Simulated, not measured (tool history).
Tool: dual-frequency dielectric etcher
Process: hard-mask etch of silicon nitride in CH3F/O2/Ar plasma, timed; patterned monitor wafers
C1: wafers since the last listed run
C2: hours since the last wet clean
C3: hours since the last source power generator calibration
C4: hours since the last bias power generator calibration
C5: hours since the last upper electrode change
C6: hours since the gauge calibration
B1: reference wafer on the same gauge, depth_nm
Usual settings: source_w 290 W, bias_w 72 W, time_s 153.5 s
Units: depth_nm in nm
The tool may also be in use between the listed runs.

run 1 hour=0 | source_w=290 bias_w=72 time_s=153.5 | C1=0 C2=450.5 C3=2681.6 C4=1412 C5=2984.5 C6=292.6 | B1=82.3 | depth_nm=98.9
run 2 hour=29.2 | source_w=290 bias_w=72 time_s=134 | C1=220 C2=479.7 C3=2710.8 C4=1441.2 C5=3013.7 C6=321.8 | B1=82.3 | depth_nm=86.5
-- hour=85.8 wet clean of the chamber
run 3 hour=90.4 | source_w=290 bias_w=76 time_s=153.5 | C1=280 C2=4.6 C3=2772 C4=1502.4 C5=3074.9 C6=383 | B1=82.3 | depth_nm=96.4
run 4 hour=145.8 | source_w=290 bias_w=76 time_s=153.5 | C1=417 C2=60 C3=2827.4 C4=1557.8 C5=3130.3 C6=438.4 | B1=82.3 | depth_nm=97
run 5 hour=197.2 | source_w=290 bias_w=72 time_s=153.5 | C1=387 C2=111.4 C3=2878.8 C4=1609.2 C5=3181.7 C6=489.8 | B1=82.3 | depth_nm=96.2
run 6 hour=226.8 | source_w=290 bias_w=72 time_s=153.5 | C1=223 C2=141 C3=2908.4 C4=1638.8 C5=3211.3 C6=519.4 | B1=82.3 | depth_nm=96.1
run 7 hour=287.7 | source_w=290 bias_w=80 time_s=153.5 | C1=459 C2=201.9 C3=2969.3 C4=1699.7 C5=3272.2 C6=580.3 | B1=82.5 | depth_nm=99.6
-- hour=324.2 upper electrode replaced
run 8 hour=324.7 | source_w=290 bias_w=72 time_s=124 | C1=97 C2=238.9 C3=3006.3 C4=1736.7 C5=0.5 C6=617.3 | B1=82.3 | depth_nm=78.9
run 9 hour=363.3 | source_w=290 bias_w=72 time_s=124 | C1=290 C2=277.5 C3=3044.9 C4=1775.3 C5=39.1 C6=655.9 | B1=82.5 | depth_nm=78.2
run 10 hour=394.5 | source_w=290 bias_w=72 time_s=124 | C1=235 C2=308.7 C3=3076.1 C4=1806.5 C5=70.3 C6=687.1 | B1=82.2 | depth_nm=78.3
run 11 hour=464.5 | source_w=240 bias_w=72 time_s=153.5 | C1=527 C2=378.7 C3=3146.1 C4=1876.5 C5=140.3 C6=757.1 | B1=82.4 | depth_nm=91.6
-- hour=514.2 source power generator calibrated
run 12 hour=521.6 | source_w=330 bias_w=61 time_s=165 | C1=400 C2=435.8 C3=7.4 C4=1933.6 C5=197.4 C6=814.2 | B1=82.4 | depth_nm=106.5
run 13 hour=547.9 | source_w=290 bias_w=72 time_s=153.5 | C1=198 C2=462.1 C3=33.7 C4=1959.9 C5=223.7 C6=840.5 | B1=82.2 | depth_nm=99.1
-- hour=584.3 wet clean of the chamber
run 14 hour=584.8 | source_w=290 bias_w=72 time_s=153.5 | C1=97 C2=0.5 C3=70.6 C4=1996.8 C5=260.6 C6=877.4 | B1=82.3 | depth_nm=95.7
run 15 hour=611.5 | source_w=320 bias_w=85 time_s=190 | C1=201 C2=27.2 C3=97.3 C4=2023.5 C5=287.3 C6=904.1 | B1=82.3 | depth_nm=129.1
-- hour=621 bias power generator calibrated
run 16 hour=730.9 | source_w=260 bias_w=72 time_s=136.5 | C1=869 C2=146.6 C3=216.7 C4=109.9 C5=406.7 C6=1023.5 | B1=82.4 | depth_nm=82.3
-- hour=795.7 gauge calibrated
run 17 hour=802.5 | source_w=290 bias_w=72 time_s=119 | C1=539 C2=218.2 C3=288.3 C4=181.5 C5=478.3 C6=6.8 | B1=82.3 | depth_nm=75.8
run 18 hour=950.8 | source_w=290 bias_w=66 time_s=122 | C1=1117 C2=366.5 C3=436.6 C4=329.8 C5=626.6 C6=155.1 | B1=82.2 | depth_nm=75.8
run 19 hour=997.4 | source_w=320 bias_w=82 time_s=184.5 | C1=351 C2=413.1 C3=483.2 C4=376.4 C5=673.2 C6=201.7 | B1=82.1 | depth_nm=128.3
-- hour=1053.2 wet clean of the chamber
run 20 hour=1053.7 | source_w=290 bias_w=72 time_s=153.5 | C1=243 C2=0.5 C3=539.5 C4=432.7 C5=729.5 C6=258 | B1=82.3 | depth_nm=95.4

Forecast each of these 4 alternatives for the next run:
run A hour=1054.2 | source_w=290 bias_w=72 time_s=153.5 | C1=3 C2=1 C3=540 C4=433.2 C5=730 C6=258.5 | B1=? | depth_nm=?
run B hour=1054.2 | source_w=230 bias_w=59 time_s=123 | C1=3 C2=1 C3=540 C4=433.2 C5=730 C6=258.5 | B1=? | depth_nm=?
run C hour=1054.2 | source_w=290 bias_w=77 time_s=153.5 | C1=3 C2=1 C3=540 C4=433.2 C5=730 C6=258.5 | B1=? | depth_nm=?
run D hour=1054.2 | source_w=250 bias_w=79 time_s=153.5 | C1=3 C2=1 C3=540 C4=433.2 C5=730 C6=258.5 | B1=? | depth_nm=?

run=A B1=82.3 depth_nm=95
run=B B1=82.3 depth_nm=65.8
run=C B1=82.3 depth_nm=97
run=D B1=82.3 depth_nm=92.4
Without the tool's hidden state the same runs would have given:
run=A depth_nm=94.9
run=B depth_nm=65.7
run=C depth_nm=96.8
run=D depth_nm=92.3
